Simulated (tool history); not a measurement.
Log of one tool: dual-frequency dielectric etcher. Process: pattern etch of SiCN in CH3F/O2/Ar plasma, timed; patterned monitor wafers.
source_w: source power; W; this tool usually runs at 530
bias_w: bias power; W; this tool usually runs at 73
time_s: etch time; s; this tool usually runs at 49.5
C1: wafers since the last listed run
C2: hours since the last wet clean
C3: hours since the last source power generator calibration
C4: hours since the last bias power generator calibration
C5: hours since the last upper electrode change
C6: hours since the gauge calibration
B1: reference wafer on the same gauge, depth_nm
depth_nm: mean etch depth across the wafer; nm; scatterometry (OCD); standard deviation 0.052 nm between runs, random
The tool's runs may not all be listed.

{"run": 1, "day": 0.0, "source_w": 500, "bias_w": 73, "time_s": 49.5, "C1": 0, "C2": 326.9, "C3": 1514.2, "C4": 2649.5, "C5": 4828.4, "C6": 63.9, "B1": 19.69, "depth_nm": 20.82}
{"run": 2, "day": 0.521, "source_w": 500, "bias_w": 73, "time_s": 49.5, "C1": 136, "C2": 339.4, "C3": 1526.7, "C4": 2662.0, "C5": 4840.9, "C6": 76.4, "B1": 19.7, "depth_nm": 20.86}
{"run": 3, "day": 0.921, "source_w": 530, "bias_w": 73, "time_s": 38.0, "C1": 104, "C2": 349.0, "C3": 1536.3, "C4": 2671.6, "C5": 4850.5, "C6": 86.0, "B1": 19.7, "depth_nm": 16.38}
{"run": 4, "day": 2.612, "source_w": 530, "bias_w": 73, "time_s": 49.5, "C1": 441, "C2": 389.6, "C3": 1576.9, "C4": 2712.2, "C5": 4891.1, "C6": 126.6, "B1": 19.7, "depth_nm": 21.21}
{"day": 3.871, "done": "wet clean of the chamber"}
{"run": 5, "day": 3.892, "source_w": 530, "bias_w": 73, "time_s": 49.5, "C1": 72, "C2": 0.5, "C3": 1607.6, "C4": 2742.9, "C5": 4921.8, "C6": 157.3, "B1": 19.7, "depth_nm": 21.21}
{"run": 6, "day": 3.908, "source_w": 530, "bias_w": 73, "time_s": 49.5, "C1": 4, "C2": 0.9, "C3": 1608.0, "C4": 2743.3, "C5": 4922.2, "C6": 157.7, "B1": 19.7, "depth_nm": 21.19}
{"run": 7, "day": 3.921, "source_w": 530, "bias_w": 73, "time_s": 49.5, "C1": 3, "C2": 1.2, "C3": 1608.3, "C4": 2743.6, "C5": 4922.5, "C6": 158.0, "B1": 19.7, "depth_nm": 21.27}
{"run": 8, "day": 4.329, "source_w": 530, "bias_w": 73, "time_s": 49.5, "C1": 106, "C2": 11.0, "C3": 1618.1, "C4": 2753.4, "C5": 4932.3, "C6": 167.8, "B1": 19.71, "depth_nm": 21.18}
{"day": 4.629, "done": "bias power generator calibrated"}
{"run": 9, "day": 4.817, "source_w": 530, "bias_w": 73, "time_s": 49.5, "C1": 83, "C2": 22.7, "C3": 1629.8, "C4": 4.5, "C5": 4944.0, "C6": 179.5, "B1": 19.69, "depth_nm": 21.17}
{"run": 10, "day": 5.379, "source_w": 640, "bias_w": 80, "time_s": 63.0, "C1": 146, "C2": 36.2, "C3": 1643.3, "C4": 18.0, "C5": 4957.5, "C6": 193.0, "B1": 19.71, "depth_nm": 29.31}
{"run": 11, "day": 5.867, "source_w": 590, "bias_w": 90, "time_s": 44.5, "C1": 127, "C2": 47.9, "C3": 1655.0, "C4": 29.7, "C5": 4969.2, "C6": 204.7, "B1": 19.69, "depth_nm": 20.81}
{"day": 6.042, "done": "gauge calibrated"}
{"day": 6.238, "done": "source power generator calibrated"}
{"day": 7.096, "done": "upper electrode replaced"}
{"run": 12, "day": 7.117, "source_w": 590, "bias_w": 90, "time_s": 44.5, "C1": 59, "C2": 77.9, "C3": 21.1, "C4": 59.7, "C5": 0.5, "C6": 25.8, "B1": 19.7, "depth_nm": 20.79}
{"run": 13, "day": 7.129, "source_w": 590, "bias_w": 90, "time_s": 44.5, "C1": 3, "C2": 78.2, "C3": 21.4, "C4": 60.0, "C5": 0.8, "C6": 26.1, "B1": 19.7, "depth_nm": 20.79}
{"run": 14, "day": 7.571, "source_w": 530, "bias_w": 64, "time_s": 49.5, "C1": 115, "C2": 88.8, "C3": 32.0, "C4": 70.6, "C5": 11.4, "C6": 36.7, "B1": 19.7, "depth_nm": 20.65}
{"run": 15, "day": 7.962, "source_w": 420, "bias_w": 83, "time_s": 57.0, "C1": 102, "C2": 98.2, "C3": 41.4, "C4": 80.0, "C5": 20.8, "C6": 46.1, "B1": 19.71, "depth_nm": 23.8}
{"run": 16, "day": 8.675, "source_w": 530, "bias_w": 73, "time_s": 49.5, "C1": 186, "C2": 115.3, "C3": 58.5, "C4": 97.1, "C5": 37.9, "C6": 63.2, "B1": 19.7, "depth_nm": 21.24}
{"run": 17, "day": 8.925, "source_w": 500, "bias_w": 91, "time_s": 40.0, "C1": 65, "C2": 121.3, "C3": 64.5, "C4": 103.1, "C5": 43.9, "C6": 69.2, "B1": 19.7, "depth_nm": 17.98}
{"run": 18, "day": 9.558, "source_w": 400, "bias_w": 88, "time_s": 35.5, "C1": 165, "C2": 136.5, "C3": 79.7, "C4": 118.3, "C5": 59.1, "C6": 84.4, "B1": 19.69, "depth_nm": 14.82}

What if the next run were any one of these 5? Each begins from the tool's condition after run 18:
{"run": "A", "day": 9.575, "source_w": 530, "bias_w": 73, "time_s": 49.5, "C1": 4, "C2": 136.9, "C3": 80.1, "C4": 118.7, "C5": 59.5, "C6": 84.8, "B1": "?", "depth_nm": "?"}
{"run": "B", "day": 9.575, "source_w": 410, "bias_w": 82, "time_s": 36.0, "C1": 4, "C2": 136.9, "C3": 80.1, "C4": 118.7, "C5": 59.5, "C6": 84.8, "B1": "?", "depth_nm": "?"}
{"run": "C", "day": 9.575, "source_w": 490, "bias_w": 73, "time_s": 58.0, "C1": 4, "C2": 136.9, "C3": 80.1, "C4": 118.7, "C5": 59.5, "C6": 84.8, "B1": "?", "depth_nm": "?"}
{"run": "D", "day": 9.575, "source_w": 530, "bias_w": 73, "time_s": 43.0, "C1": 4, "C2": 136.9, "C3": 80.1, "C4": 118.7, "C5": 59.5, "C6": 84.8, "B1": "?", "depth_nm": "?"}
{"run": "E", "day": 9.575, "source_w": 580, "bias_w": 56, "time_s": 62.0, "C1": 4, "C2": 136.9, "C3": 80.1, "C4": 118.7, "C5": 59.5, "C6": 84.8, "B1": "?", "depth_nm": "?"}

run=A B1=19.71 depth_nm=21.31
run=B B1=19.71 depth_nm=14.89
run=C B1=19.71 depth_nm=24.42
run=D B1=19.71 depth_nm=18.51
run=E B1=19.71 depth_nm=25.67
With the hidden condition removed and each run's random variation left untouched, the same runs would have given:
run=A depth_nm=21.31
run=B depth_nm=14.89
run=C depth_nm=24.42
run=D depth_nm=18.51
run=E depth_nm=25.67
